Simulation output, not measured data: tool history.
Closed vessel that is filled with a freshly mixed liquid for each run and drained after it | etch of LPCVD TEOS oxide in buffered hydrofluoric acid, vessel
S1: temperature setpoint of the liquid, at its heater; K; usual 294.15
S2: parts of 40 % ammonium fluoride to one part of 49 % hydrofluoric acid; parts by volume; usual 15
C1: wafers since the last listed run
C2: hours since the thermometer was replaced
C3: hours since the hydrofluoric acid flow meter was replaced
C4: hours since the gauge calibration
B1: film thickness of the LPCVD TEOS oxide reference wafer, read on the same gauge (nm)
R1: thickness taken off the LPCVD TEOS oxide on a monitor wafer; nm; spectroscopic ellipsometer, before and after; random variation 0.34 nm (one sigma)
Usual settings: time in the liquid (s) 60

Run 1, hour 0: usual settings; C1 0; C2 1213.9; C3 482.6; C4 558.8; B1 129.96. Result: R1 71.81 nm.
Run 2, hour 13.8: usual settings; C1 1437; C2 1227.7; C3 496.4; C4 572.6; B1 130.05. Result: R1 72.31 nm.
Run 3, hour 44.9: usual settings; C1 3240; C2 1258.8; C3 527.5; C4 603.7; B1 130.01. Result: R1 71.78 nm.
Run 4, hour 63.2: usual settings but S1 291.15 K; C1 1906; C2 1277.1; C3 545.8; C4 622; B1 130.01. Result: R1 61.22 nm.
Run 5, hour 77.4: usual settings but S1 291.15 K; C1 1479; C2 1291.3; C3 560; C4 636.2; B1 129.99. Result: R1 61.12 nm.
Run 6, hour 101.5: usual settings but time in the liquid (s) 35; C1 2510; C2 1315.4; C3 584.1; C4 660.3; B1 130. Result: R1 42.65 nm.
Run 7, hour 129.5: usual settings but time in the liquid (s) 35; C1 2917; C2 1343.4; C3 612.1; C4 688.3; B1 130.01. Result: R1 41.84 nm.
Run 8, hour 155.1: usual settings but time in the liquid (s) 35; C1 2667; C2 1369; C3 637.7; C4 713.9; B1 130. Result: R1 42.07 nm.
Run 9, hour 248.8: usual settings; C1 9761; C2 1462.7; C3 731.4; C4 807.6; B1 129.97. Result: R1 72.55 nm.
Run 10, hour 278: usual settings; C1 3042; C2 1491.9; C3 760.6; C4 836.8; B1 130.04. Result: R1 72.4 nm.
Run 11, hour 294.5: usual settings; C1 1719; C2 1508.4; C3 777.1; C4 853.3; B1 130.02. Result: R1 72.37 nm.
Run 12, hour 315.4: usual settings; C1 2177; C2 1529.3; C3 798; C4 874.2; B1 130.01. Result: R1 72.8 nm.
Run 13, hour 331.5: usual settings; C1 1677; C2 1545.4; C3 814.1; C4 890.3; B1 130.01. Result: R1 72.22 nm.
Run 14, hour 363.3: usual settings; C1 3313; C2 1577.2; C3 845.9; C4 922.1; B1 129.99. Result: R1 72.12 nm.
Run 15, hour 383.1: usual settings; C1 2062; C2 1597; C3 865.7; C4 941.9; B1 130. Result: R1 72.29 nm.
At hour 397.3: gauge calibrated.
Run 16, hour 412.4: usual settings; C1 3052; C2 1626.3; C3 895; C4 15.1; B1 130. Result: R1 72.71 nm.
Run 17, hour 427.5: usual settings but S1 291.15 K, S2 9 parts by volume, time in the liquid (s) 45; C1 1573; C2 1641.4; C3 910.1; C4 30.2; B1 130. Result: R1 72.87 nm.
At hour 451.9: thermometer replaced.
Run 18, hour 455.9: usual settings but S1 298.15 K, S2 10.5 parts by volume, time in the liquid (s) 45; C1 2854; C2 4; C3 938.5; C4 58.6; B1 129.99. Result: R1 95.47 nm.
Run 19, hour 489.5: usual settings but S1 296.65 K; C1 3500; C2 37.6; C3 972.1; C4 92.2; B1 130.02. Result: R1 83.07 nm.
Run 20, hour 504.6: usual settings but time in the liquid (s) 30; C1 1573; C2 52.7; C3 987.2; C4 107.3; B1 129.96. Result: R1 36.14 nm.
Run 21, hour 525.1: usual settings but S1 291.65 K, S2 21 parts by volume, time in the liquid (s) 90; C1 2135; C2 73.2; C3 1007.7; C4 127.8; B1 129.98. Result: R1 68.65 nm.
Run 22, hour 559: usual settings but S2 13 parts by volume, time in the liquid (s) 85; C1 3531; C2 107.1; C3 1041.6; C4 161.7; B1 129.96. Result: R1 117.35 nm.
Run 23, hour 585.8: usual settings but S2 11 parts by volume; C1 2792; C2 133.9; C3 1068.4; C4 188.5; B1 129.98. Result: R1 97.9 nm.

The next listed run, before its measurement:
At hour 611.2: hydrofluoric acid flow meter replaced.
Run 24, hour 611.7: usual settings; C1 2594; C2 159.8; C3 0.5; C4 214.4; B1 ?. Result: R1 ?.

B1: 129.95
R1: 72.51 nm
Without the tool's hidden state the same run would have given R1 72.51 nm.
